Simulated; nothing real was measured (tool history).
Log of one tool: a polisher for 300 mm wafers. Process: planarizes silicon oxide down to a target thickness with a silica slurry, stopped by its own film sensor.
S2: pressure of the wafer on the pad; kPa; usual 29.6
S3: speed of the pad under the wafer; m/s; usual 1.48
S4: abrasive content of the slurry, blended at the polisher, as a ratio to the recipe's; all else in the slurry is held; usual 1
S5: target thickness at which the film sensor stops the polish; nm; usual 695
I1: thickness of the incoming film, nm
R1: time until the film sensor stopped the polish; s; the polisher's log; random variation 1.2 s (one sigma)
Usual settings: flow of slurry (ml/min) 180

run 1 hour=0.0 | flow_of_slurry_(ml/min)=180 S2=29.6 S3=1.48 S4=1 S5=695 | I1=1154.7 | R1=112.8
-- hour=32.8 slurry blender recalibrated
run 2 hour=44.7 | flow_of_slurry_(ml/min)=180 S2=29.6 S3=1.48 S4=1 S5=695 | I1=1151.4 | R1=100.6
-- hour=111.7 conditioning disc replaced and pad reconditioned
run 3 hour=132.2 | flow_of_slurry_(ml/min)=180 S2=29.6 S3=1.48 S4=1 S5=695 | I1=1183.5 | R1=111.8
run 4 hour=202.5 | flow_of_slurry_(ml/min)=180 S2=29.6 S3=1.48 S4=1 S5=695 | I1=1159.9 | R1=111.4
-- hour=231.6 worn pad replaced by a new one
-- hour=253.9 slurry nozzle cleaned
run 5 hour=269.0 | flow_of_slurry_(ml/min)=180 S2=29.6 S3=1.48 S4=1 S5=695 | I1=1164.1 | R1=108.5
run 6 hour=328.9 | flow_of_slurry_(ml/min)=180 S2=29.6 S3=1.48 S4=1 S5=695 | I1=1158.6 | R1=114.4
run 7 hour=387.7 | flow_of_slurry_(ml/min)=180 S2=29.6 S3=1.48 S4=1 S5=695 | I1=1168.4 | R1=124.2
-- hour=419.9 slurry blender recalibrated
-- hour=485.1 worn pad replaced by a new one
run 8 hour=492.6 | flow_of_slurry_(ml/min)=180 S2=29.6 S3=1.48 S4=1 S5=695 | I1=1147.0 | R1=98.1

Run 9 comes next. What will it give?
run 9 hour=598.6 | flow_of_slurry_(ml/min)=180 S2=29.6 S3=1.48 S4=1 S5=695 | I1=1157.6 | R1=?

R1: 110.5 s
Without the tool's hidden state the same run would have given R1 95.2 s.

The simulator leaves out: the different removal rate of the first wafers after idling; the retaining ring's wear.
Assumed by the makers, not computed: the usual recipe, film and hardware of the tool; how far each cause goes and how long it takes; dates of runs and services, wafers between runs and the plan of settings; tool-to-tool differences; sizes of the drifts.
